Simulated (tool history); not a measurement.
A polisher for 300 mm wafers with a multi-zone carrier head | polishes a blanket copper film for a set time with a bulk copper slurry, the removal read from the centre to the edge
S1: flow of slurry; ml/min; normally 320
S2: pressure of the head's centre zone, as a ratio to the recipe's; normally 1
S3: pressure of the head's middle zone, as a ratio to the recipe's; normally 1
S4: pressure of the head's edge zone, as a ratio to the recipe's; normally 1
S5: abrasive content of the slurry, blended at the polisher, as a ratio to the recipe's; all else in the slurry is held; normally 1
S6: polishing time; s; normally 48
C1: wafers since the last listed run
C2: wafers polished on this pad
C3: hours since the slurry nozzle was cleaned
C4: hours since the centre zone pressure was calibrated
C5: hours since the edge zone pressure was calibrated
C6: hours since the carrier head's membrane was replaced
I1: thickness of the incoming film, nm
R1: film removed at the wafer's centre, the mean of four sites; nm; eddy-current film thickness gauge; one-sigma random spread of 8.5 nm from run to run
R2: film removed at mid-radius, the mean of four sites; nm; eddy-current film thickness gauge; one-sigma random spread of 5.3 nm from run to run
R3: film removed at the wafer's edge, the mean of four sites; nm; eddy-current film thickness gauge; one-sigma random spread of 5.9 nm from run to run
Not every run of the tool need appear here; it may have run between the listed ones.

run,hour,S1,S2,S3,S4,S5,S6,C1,C2,C3,C4,C5,C6,I1,R1,R2,R3
1,0,320,0.91,1,1,1,48,0,927,179.7,739.1,586.9,1043.9,4677.2,586.3,656.5,661.4
2,44.9,320,0.91,1,1,1,48,618,1545,224.6,784,631.8,1088.8,4668.9,601.3,655,665
3,102.7,320,1,1,1,1,48,795,2341,282.4,841.8,689.6,1146.6,4657.7,654.6,659,661.8
# hour 108.2: edge zone pressure recalibrated
4,192.4,320,1,1,1,1,48,1207,3548,372.1,931.5,84.2,1236.3,4694,634,658.8,663.4
# hour 206.5: slurry nozzle cleaned
# hour 226.3: worn pad replaced by a new one
5,295.6,320,1,0.91,1,1,48,1351,954,89.1,1034.7,187.4,1339.5,4687.5,652.8,598.7,655
6,339.4,320,1,1,1,1,57,602,1557,132.9,1078.5,231.2,1383.3,4706.4,750.8,775.2,781.7
7,429.4,320,1,1,1,1,57,1238,2795,222.9,1168.5,321.2,1473.3,4593.3,760.2,788.4,781.8
# hour 510.8: worn pad replaced by a new one
8,523.9,320,1,1,0.91,1,54,1245,180,317.4,1263,415.7,1567.8,4658.6,735.3,743.6,714.9
# hour 532.1: centre zone pressure recalibrated
9,575.7,320,1,1,1,1,48,685,865,369.2,43.6,467.5,1619.6,4702,644,658.3,668.5
# hour 667.5: slurry nozzle cleaned
10,761,430,1,1,1,1,55,2536,3402,93.5,228.9,652.8,1804.9,4676,767.7,760.9,774.5
# hour 783.4: worn pad replaced by a new one
# hour 823: carrier head's membrane replaced by a new one
11,852.9,320,1.05,1,1,0.85,48,1141,888,185.4,320.8,744.7,29.9,4735.8,642.3,624,616.6
# hour 858.4: edge zone pressure recalibrated
12,901.7,320,1,1.06,1.07,0.9,48,644,1532,234.2,369.6,43.3,78.7,4680.3,623.5,656.6,648.4
13,995.4,320,1,1,1,1,40,1289,2822,327.9,463.3,137,172.4,4757.8,537.9,542.3,554.8

For run 14, what comes out?
# hour 1013.1: worn pad replaced by a new one
14,1092.9,320,1,1.07,1.04,1,48,1287,1097,425.4,560.8,234.5,269.9,4752.7,?,?,?

Run 14 came out at R1 636.6 nm, R2 690.5 nm, R3 674.9 nm.
With no hidden state in the tool, this same run would have given R1 636.6 nm, R2 690.5 nm, R3 674.9 nm.

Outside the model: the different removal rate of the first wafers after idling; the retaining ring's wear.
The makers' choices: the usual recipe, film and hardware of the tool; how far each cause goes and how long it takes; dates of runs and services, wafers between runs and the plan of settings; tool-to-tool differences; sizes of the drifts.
